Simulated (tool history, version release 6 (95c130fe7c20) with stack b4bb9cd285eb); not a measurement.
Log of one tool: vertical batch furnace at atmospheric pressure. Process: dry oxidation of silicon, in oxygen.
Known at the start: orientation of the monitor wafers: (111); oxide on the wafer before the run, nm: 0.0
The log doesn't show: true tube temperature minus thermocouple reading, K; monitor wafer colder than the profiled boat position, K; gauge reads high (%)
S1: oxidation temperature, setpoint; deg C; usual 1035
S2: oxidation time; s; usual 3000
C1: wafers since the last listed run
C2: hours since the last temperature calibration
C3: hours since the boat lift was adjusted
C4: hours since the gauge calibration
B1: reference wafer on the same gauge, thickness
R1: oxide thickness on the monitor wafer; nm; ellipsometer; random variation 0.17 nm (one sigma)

Run 1, hour 0: usual settings; C1 0; C2 3269; C3 1313.2; C4 489.6; B1 68.79. Result: R1 76.92 nm.
Run 2, hour 104.3: usual settings; C1 1186; C2 3373.3; C3 1417.5; C4 593.9; B1 68.78. Result: R1 76.99 nm.
Run 3, hour 151: usual settings; C1 531; C2 3420; C3 1464.2; C4 640.6; B1 68.79. Result: R1 76.61 nm.
Run 4, hour 191.3: usual settings but S2 1890 s; C1 458; C2 3460.3; C3 1504.5; C4 680.9; B1 68.78. Result: R1 56.83 nm.
Run 5, hour 302.5: usual settings; C1 1264; C2 3571.5; C3 1615.7; C4 792.1; B1 68.82. Result: R1 76.51 nm.
Run 6, hour 370.9: usual settings; C1 777; C2 3639.9; C3 1684.1; C4 860.5; B1 68.78. Result: R1 76.75 nm.
Run 7, hour 430.4: usual settings but S2 3450 s; C1 676; C2 3699.4; C3 1743.6; C4 920; B1 68.8. Result: R1 84.04 nm.
At hour 493.7: thermocouples replaced and temperature profile calibrated.
Run 8, hour 531.1: usual settings but S2 3450 s; C1 872; C2 37.4; C3 1844.3; C4 1020.7; B1 68.81. Result: R1 81.88 nm.
Run 9, hour 599.6: usual settings but S2 3450 s; C1 778; C2 105.9; C3 1912.8; C4 1089.2; B1 68.77. Result: R1 82.29 nm.
Run 10, hour 676.6: usual settings; C1 875; C2 182.9; C3 1989.8; C4 1166.2; B1 68.82. Result: R1 75.32 nm.
Run 11, hour 733.1: usual settings; C1 642; C2 239.4; C3 2046.3; C4 1222.7; B1 68.8. Result: R1 75.38 nm.
Run 12, hour 832.6: usual settings but S2 3300 s; C1 1131; C2 338.9; C3 2145.8; C4 1322.2; B1 68.77. Result: R1 80.38 nm.
Run 13, hour 880.7: usual settings but S1 1030 deg C; C1 546; C2 387; C3 2193.9; C4 1370.3; B1 68.8. Result: R1 73.35 nm.
Run 14, hour 927.1: usual settings but S1 1022 deg C; C1 527; C2 433.4; C3 2240.3; C4 1416.7; B1 68.82. Result: R1 69.23 nm.
Run 15, hour 978.7: usual settings but S1 1052 deg C, S2 1830 s; C1 586; C2 485; C3 2291.9; C4 1468.3; B1 68.82. Result: R1 60.97 nm.
At hour 1076.7: boat lift adjusted.
Run 16, hour 1077.2: usual settings but S2 1800 s; C1 847; C2 583.5; C3 0.5; C4 1566.8; B1 68.79. Result: R1 55.68 nm.
Run 17, hour 1134: usual settings; C1 645; C2 640.3; C3 57.3; C4 1623.6; B1 68.84. Result: R1 77.27 nm.
Run 18, hour 1188.3: usual settings; C1 617; C2 694.6; C3 111.6; C4 1677.9; B1 68.8. Result: R1 77.25 nm.
Run 19, hour 1247.9: usual settings but S1 1015 deg C; C1 677; C2 754.2; C3 171.2; C4 1737.5; B1 68.81. Result: R1 67.74 nm.
Run 20, hour 1297.1: usual settings but S2 3810 s; C1 559; C2 803.4; C3 220.4; C4 1786.7; B1 68.79. Result: R1 89.64 nm.
Run 21, hour 1341.1: usual settings but S1 1021 deg C; C1 500; C2 847.4; C3 264.4; C4 1830.7; B1 68.8. Result: R1 70.44 nm.
Run 22, hour 1410.8: usual settings; C1 792; C2 917.1; C3 334.1; C4 1900.4; B1 68.77. Result: R1 76.87 nm.
Run 23, hour 1466.2: usual settings; C1 630; C2 972.5; C3 389.5; C4 1955.8; B1 68.79. Result: R1 76.99 nm.

The next listed run, before its measurement:
At hour 1606.1: gauge calibrated.
Run 24, hour 1645.8: usual settings but S2 2010 s; C1 2042; C2 1152.1; C3 569.1; C4 39.7; B1 ?. Result: R1 ?.

{"run 24": {"B1": 68.85, "R1": 59.41}}
Without the tool's hidden state the same run would have given R1 59.03 nm.
